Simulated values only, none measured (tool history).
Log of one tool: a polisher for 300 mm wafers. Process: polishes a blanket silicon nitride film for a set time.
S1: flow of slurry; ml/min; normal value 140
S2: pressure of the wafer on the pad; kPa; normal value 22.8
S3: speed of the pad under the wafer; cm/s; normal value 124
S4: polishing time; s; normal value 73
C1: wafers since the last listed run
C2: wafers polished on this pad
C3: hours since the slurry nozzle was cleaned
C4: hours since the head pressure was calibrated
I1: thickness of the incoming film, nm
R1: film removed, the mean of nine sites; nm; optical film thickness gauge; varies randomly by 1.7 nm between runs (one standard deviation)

Run 1, hour 0.0: usual settings but S1 115 ml/min; C1 0; C2 1561; C3 103.4; C4 441.8; I1 594.6. Result: R1 105.3 nm.
Run 2, hour 26.6: usual settings but S1 115 ml/min; C1 363; C2 1925; C3 130.0; C4 468.4; I1 603.1. Result: R1 102.9 nm.
At hour 35.1: worn pad replaced by a new one.
Run 3, hour 58.4: usual settings; C1 380; C2 319; C3 161.8; C4 500.2; I1 598.6. Result: R1 109.1 nm.
Run 4, hour 93.6: usual settings; C1 481; C2 800; C3 197.0; C4 535.4; I1 593.7. Result: R1 108.5 nm.
Run 5, hour 106.3: usual settings; C1 173; C2 974; C3 209.7; C4 548.1; I1 606.8. Result: R1 106.9 nm.
Run 6, hour 142.2: usual settings; C1 491; C2 1465; C3 245.6; C4 584.0; I1 604.9. Result: R1 106.2 nm.
At hour 157.7: worn pad replaced by a new one.
Run 7, hour 176.1: usual settings; C1 408; C2 251; C3 279.5; C4 617.9; I1 603.9. Result: R1 110.7 nm.
Run 8, hour 198.4: usual settings; C1 305; C2 556; C3 301.8; C4 640.2; I1 606.0. Result: R1 107.6 nm.
Run 9, hour 231.6: usual settings; C1 454; C2 1010; C3 335.0; C4 673.4; I1 595.7. Result: R1 111.6 nm.
Run 10, hour 265.0: usual settings; C1 456; C2 1467; C3 368.4; C4 706.8; I1 603.3. Result: R1 111.5 nm.
At hour 275.2: slurry nozzle cleaned.
At hour 284.0: worn pad replaced by a new one.
Run 11, hour 294.6: usual settings; C1 336; C2 144; C3 19.4; C4 736.4; I1 599.2. Result: R1 106.7 nm.
At hour 308.5: head pressure recalibrated.
Run 12, hour 319.5: usual settings but S4 60 s; C1 313; C2 458; C3 44.3; C4 11.0; I1 605.6. Result: R1 95.6 nm.
Run 13, hour 353.1: usual settings but S4 60 s; C1 459; C2 917; C3 77.9; C4 44.6; I1 600.4. Result: R1 94.5 nm.
Run 14, hour 369.3: usual settings but S1 100 ml/min, S3 94 cm/s; C1 221; C2 1139; C3 94.1; C4 60.8; I1 597.0. Result: R1 89.1 nm.
At hour 401.1: worn pad replaced by a new one.
Run 15, hour 401.6: usual settings; C1 387; C2 6; C3 126.4; C4 93.1; I1 591.6. Result: R1 113.8 nm.
Run 16, hour 419.0: usual settings but S3 108 cm/s; C1 237; C2 244; C3 143.8; C4 110.5; I1 603.2. Result: R1 104.2 nm.
Run 17, hour 437.3: usual settings; C1 250; C2 494; C3 162.1; C4 128.8; I1 595.9. Result: R1 114.1 nm.
Run 18, hour 452.0: usual settings but S2 29.0 kPa, S4 80 s; C1 201; C2 695; C3 176.8; C4 143.5; I1 603.2. Result: R1 159.8 nm.
Run 19, hour 470.4: usual settings; C1 251; C2 947; C3 195.2; C4 161.9; I1 597.0. Result: R1 113.0 nm.
Run 20, hour 493.9: usual settings but S1 95 ml/min; C1 321; C2 1269; C3 218.7; C4 185.4; I1 604.8. Result: R1 101.8 nm.
Run 21, hour 511.0: usual settings but S3 152 cm/s; C1 233; C2 1502; C3 235.8; C4 202.5; I1 607.3. Result: R1 128.4 nm.
At hour 524.6: worn pad replaced by a new one.
Run 22, hour 543.9: usual settings but S1 185 ml/min, S2 15.9 kPa, S3 108 cm/s, S4 50 s; C1 395; C2 264; C3 268.7; C4 235.4; I1 603.8. Result: R1 51.1 nm.
Run 23, hour 558.7: usual settings; C1 202; C2 467; C3 283.5; C4 250.2; I1 594.8. Result: R1 111.9 nm.
Run 24, hour 594.2: usual settings but S4 65 s; C1 485; C2 952; C3 319.0; C4 285.7; I1 598.3. Result: R1 100.0 nm.
Run 25, hour 619.2: usual settings; C1 341; C2 1294; C3 344.0; C4 310.7; I1 589.1. Result: R1 108.4 nm.
Run 26, hour 649.4: usual settings but S2 25.5 kPa, S3 98 cm/s, S4 54 s; C1 413; C2 1707; C3 374.2; C4 340.9; I1 605.4. Result: R1 79.6 nm.
At hour 678.7: worn pad replaced by a new one.
Run 27, hour 683.7: usual settings but S2 15.9 kPa, S4 52 s; C1 414; C2 68; C3 408.5; C4 375.2; I1 609.2. Result: R1 55.3 nm.

Entry by entry between the runs, the difference in hidden state between the last listed run before and the first listed run after:
In the gap between runs 2 and 3: worn pad replaced by a new one (hour 35.1)
  deviation of the head's pressure from its setpoint, %: -8.46 -> -8.62
  measured minus no-state result, R1: -9.5 -> -10.3 nm
In the gap between runs 6 and 7: worn pad replaced by a new one (hour 157.7)
  deviation of the head's pressure from its setpoint, %: -8.96 -> -9.06
  measured minus no-state result, R1: -10.4 -> -11.0 nm
In the gap between runs 10 and 11: slurry nozzle cleaned (hour 275.2); worn pad replaced by a new one (hour 284.0)
  deviation of the head's pressure from its setpoint, %: -9.27 -> -9.32
  measured minus no-state result, R1: -11.4 -> -10.9 nm
In the gap between runs 11 and 12: head pressure recalibrated (hour 308.5)
  deviation of the head's pressure from its setpoint, %: -9.32 -> -0.499
  measured minus no-state result, R1: -10.9 -> -0.4 nm
In the gap between runs 14 and 15: worn pad replaced by a new one (hour 401.1)
  deviation of the head's pressure from its setpoint, %: -2.3 -> -3.27
  measured minus no-state result, R1: -2.1 -> -3.8 nm
In the gap between runs 21 and 22: worn pad replaced by a new one (hour 524.6)
  deviation of the head's pressure from its setpoint, %: -5.72 -> -6.26
  measured minus no-state result, R1: -7.7 -> -3.4 nm
In the gap between runs 26 and 27: worn pad replaced by a new one (hour 678.7)
  deviation of the head's pressure from its setpoint, %: -7.53 -> -7.84
  measured minus no-state result, R1: -6.5 -> -4.7 nm
